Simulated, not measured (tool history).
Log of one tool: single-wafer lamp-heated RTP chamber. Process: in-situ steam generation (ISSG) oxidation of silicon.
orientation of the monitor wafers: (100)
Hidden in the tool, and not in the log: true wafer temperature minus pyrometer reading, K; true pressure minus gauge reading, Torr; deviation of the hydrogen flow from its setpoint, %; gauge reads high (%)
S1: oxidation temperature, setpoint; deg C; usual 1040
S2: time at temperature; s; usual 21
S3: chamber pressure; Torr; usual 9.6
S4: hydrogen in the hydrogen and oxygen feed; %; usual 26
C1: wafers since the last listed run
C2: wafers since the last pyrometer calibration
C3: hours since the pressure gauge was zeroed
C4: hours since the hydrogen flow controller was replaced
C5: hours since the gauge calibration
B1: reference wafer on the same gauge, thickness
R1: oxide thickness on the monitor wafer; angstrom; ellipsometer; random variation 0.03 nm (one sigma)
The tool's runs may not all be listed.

run 1 hour=0.0 | S1=1033 S2=25 S3=9.6 S4=26 | C1=0 C2=3789 C3=610.9 C4=5074.9 C5=211.1 | B1=7.100 | R1=73.67
run 2 hour=64.3 | S1=1040 S2=17 S3=9.6 S4=26 | C1=841 C2=4630 C3=675.2 C4=5139.2 C5=275.4 | B1=7.095 | R1=62.68
run 3 hour=107.3 | S1=1040 S2=17 S3=9.6 S4=26 | C1=562 C2=5193 C3=718.2 C4=5182.2 C5=318.4 | B1=7.086 | R1=63.09
run 4 hour=150.8 | S1=1040 S2=21 S3=9.6 S4=26 | C1=569 C2=5762 C3=761.7 C4=5225.7 C5=361.9 | B1=7.076 | R1=69.41
-- hour=180.9 pyrometer window cleaned and pyrometer calibrated
run 5 hour=200.6 | S1=1040 S2=21 S3=9.6 S4=26 | C1=546 C2=257 C3=811.5 C4=5275.5 C5=411.7 | B1=7.071 | R1=69.59
run 6 hour=296.2 | S1=1040 S2=21 S3=9.6 S4=26 | C1=1250 C2=1508 C3=907.1 C4=5371.1 C5=507.3 | B1=7.053 | R1=69.10
run 7 hour=344.8 | S1=1040 S2=21 S3=9.6 S4=26 | C1=635 C2=2144 C3=955.7 C4=5419.7 C5=555.9 | B1=7.051 | R1=69.15
run 8 hour=393.0 | S1=1040 S2=21 S3=9.6 S4=26 | C1=630 C2=2774 C3=1003.9 C4=5467.9 C5=604.1 | B1=7.042 | R1=69.04
run 9 hour=479.4 | S1=1040 S2=21 S3=9.6 S4=26 | C1=1130 C2=3904 C3=1090.3 C4=5554.3 C5=690.5 | B1=7.032 | R1=68.93
run 10 hour=520.8 | S1=1040 S2=21 S3=9.6 S4=26 | C1=541 C2=4446 C3=1131.7 C4=5595.7 C5=731.9 | B1=7.018 | R1=69.25
run 11 hour=616.0 | S1=1040 S2=21 S3=9.6 S4=26 | C1=1245 C2=5691 C3=1226.9 C4=5690.9 C5=827.1 | B1=7.005 | R1=68.69
-- hour=692.5 pyrometer window cleaned and pyrometer calibrated
run 12 hour=713.6 | S1=1040 S2=21 S3=10.2 S4=26 | C1=1172 C2=276 C3=1324.5 C4=5788.5 C5=924.7 | B1=6.989 | R1=67.66
run 13 hour=786.1 | S1=1040 S2=17 S3=9.6 S4=26 | C1=948 C2=1224 C3=1397.0 C4=5861.0 C5=997.2 | B1=6.987 | R1=61.79
-- hour=855.8 hydrogen flow controller replaced
run 14 hour=872.7 | S1=1040 S2=21 S3=9.6 S4=30 | C1=1028 C2=2252 C3=1483.6 C4=16.9 C5=1083.8 | B1=6.960 | R1=71.15
-- hour=923.8 pressure gauge zeroed
run 15 hour=965.9 | S1=1040 S2=21 S3=9.6 S4=26 | C1=1114 C2=3367 C3=42.1 C4=110.1 C5=1177.0 | B1=6.945 | R1=68.24
run 16 hour=1032.5 | S1=1040 S2=21 S3=9.6 S4=26 | C1=871 C2=4238 C3=108.7 C4=176.7 C5=1243.6 | B1=6.940 | R1=68.33
run 17 hour=1138.3 | S1=1040 S2=19 S3=10.2 S4=26 | C1=1383 C2=5622 C3=214.5 C4=282.5 C5=1349.4 | B1=6.919 | R1=64.14
-- hour=1188.1 pyrometer window cleaned and pyrometer calibrated
-- hour=1188.1 gauge calibrated
run 18 hour=1229.4 | S1=1040 S2=21 S3=9.6 S4=26 | C1=1087 C2=540 C3=305.6 C4=373.6 C5=41.3 | B1=7.119 | R1=70.33
run 19 hour=1312.5 | S1=1040 S2=29 S3=9.6 S4=30 | C1=1087 C2=1627 C3=388.7 C4=456.7 C5=124.4 | B1=7.105 | R1=86.05
run 20 hour=1374.5 | S1=1040 S2=14 S3=10.2 S4=26 | C1=811 C2=2438 C3=450.7 C4=518.7 C5=186.4 | B1=7.099 | R1=56.31
run 21 hour=1479.4 | S1=1023 S2=21 S3=10.2 S4=26 | C1=1372 C2=3810 C3=555.6 C4=623.6 C5=291.3 | B1=7.069 | R1=63.15
run 22 hour=1516.2 | S1=1047 S2=18 S3=10.2 S4=30 | C1=481 C2=4291 C3=592.4 C4=660.4 C5=328.1 | B1=7.065 | R1=68.09
run 23 hour=1620.3 | S1=1040 S2=21 S3=9.0 S4=32 | C1=1361 C2=5653 C3=696.5 C4=764.5 C5=432.2 | B1=7.050 | R1=73.60

What the log doesn't show, run by run:
true wafer temperature minus pyrometer reading, K: 0 in every run
true pressure minus gauge reading, Torr: 0 in every run
deviation of the hydrogen flow from its setpoint, %: 0 in every run
H1: gauge reads high (%)
run=1 H1=-0.213
run=2 H1=-0.359
run=3 H1=-0.457
run=4 H1=-0.556
run=5 H1=-0.669
run=6 H1=-0.886
run=7 H1=-0.997
run=8 H1=-1.11
run=9 H1=-1.3
run=10 H1=-1.4
run=11 H1=-1.61
run=12 H1=-1.84
run=13 H1=-2
run=14 H1=-2.2
run=15 H1=-2.41
run=16 H1=-2.56
run=17 H1=-2.8
run=18 H1=-0.0852
run=19 H1=-0.274
run=20 H1=-0.415
run=21 H1=-0.654
run=22 H1=-0.738
run=23 H1=-0.974
